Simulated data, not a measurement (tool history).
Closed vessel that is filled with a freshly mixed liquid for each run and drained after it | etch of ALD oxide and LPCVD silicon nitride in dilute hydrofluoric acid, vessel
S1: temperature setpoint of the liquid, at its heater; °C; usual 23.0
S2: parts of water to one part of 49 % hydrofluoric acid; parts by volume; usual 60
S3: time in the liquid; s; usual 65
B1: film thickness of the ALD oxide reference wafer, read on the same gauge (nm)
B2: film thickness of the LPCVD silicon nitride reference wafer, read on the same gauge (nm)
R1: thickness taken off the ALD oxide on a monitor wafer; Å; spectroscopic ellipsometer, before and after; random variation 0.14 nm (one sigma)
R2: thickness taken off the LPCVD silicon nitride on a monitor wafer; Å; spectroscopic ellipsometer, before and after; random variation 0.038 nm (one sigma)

run	hour	S1	S2	S3	B1	B2	R1	R2
1	0.0	21.5	60	50	60.00	119.991	157.8	3.31
2	53.3	21.5	60	50	59.97	120.019	158.3	3.28
3	97.5	21.5	60	50	59.99	120.012	160.4	3.25
4	263.8	23.0	60	65	60.03	120.009	220.9	4.44
5	329.5	23.0	60	65	60.05	119.965	219.0	4.26
6	396.9	23.0	60	65	59.99	119.974	221.1	4.56
7	446.2	21.0	45	65	59.98	119.983	281.0	5.34
8	484.5	23.0	60	65	59.98	120.000	223.0	4.45
9	545.2	23.0	70	65	59.96	120.029	192.2	3.93
10	610.3	23.0	70	65	60.03	119.974	189.7	4.23
11	677.5	19.0	75	95	60.07	119.982	218.9	4.24
12	710.1	23.0	60	65	59.98	119.976	224.8	5.39
13	838.3	23.0	60	65	60.02	119.984	213.7	4.15
14	893.7	19.5	80	35	59.93	120.037	73.5	1.32
15	934.7	25.5	60	65	60.01	119.976	238.3	6.09
16	969.4	20.5	45	100	60.01	119.997	402.7	8.01
17	1029.9	19.5	80	35	60.01	120.004	74.9	1.32
18	1060.1	23.0	60	95	60.00	119.989	318.5	6.63
19	1104.2	18.0	60	40	59.99	120.008	109.2	1.77
20	1129.7	23.0	60	65	59.97	120.010	216.9	4.17
21	1172.3	23.0	60	65	59.95	120.020	215.4	4.66
22	1226.4	27.0	60	100	60.03	120.021	396.6	10.86
23	1255.4	21.0	60	85	60.05	119.984	259.7	4.71
24	1316.6	23.0	60	65	59.99	119.992	216.7	4.89
25	1349.2	20.0	85	50	59.97	119.985	103.0	2.31
26	1374.4	27.0	70	95	60.01	119.998	317.1	7.17

Not shown: 3 entries that the log had between the listed runs. Between which runs, and how does the tool's hidden state differ before and after?
Between runs 9 and 10: gauge calibrated (hour 580.9)
  liquid hotter than its thermometer reads (K): 1.39 -> 1.47
  measured less the result without the state, R1: +10.6 -> +11.0 Å; R2: +0.35 -> +0.40 Å
Between runs 12 and 13: thermometer replaced (hour 781.8)
  liquid hotter than its thermometer reads (K): 1.6 -> 0.297
  measured less the result without the state, R1: +14.3 -> +2.7 Å; R2: +0.55 -> +0.09 Å
Between runs 16 and 17: hydrofluoric acid flow meter replaced (hour 979.8)
  liquid hotter than its thermometer reads (K): 0.467 -> 0.545
  measured less the result without the state, R1: +7.9 -> +1.7 Å; R2: +0.26 -> +0.05 Å

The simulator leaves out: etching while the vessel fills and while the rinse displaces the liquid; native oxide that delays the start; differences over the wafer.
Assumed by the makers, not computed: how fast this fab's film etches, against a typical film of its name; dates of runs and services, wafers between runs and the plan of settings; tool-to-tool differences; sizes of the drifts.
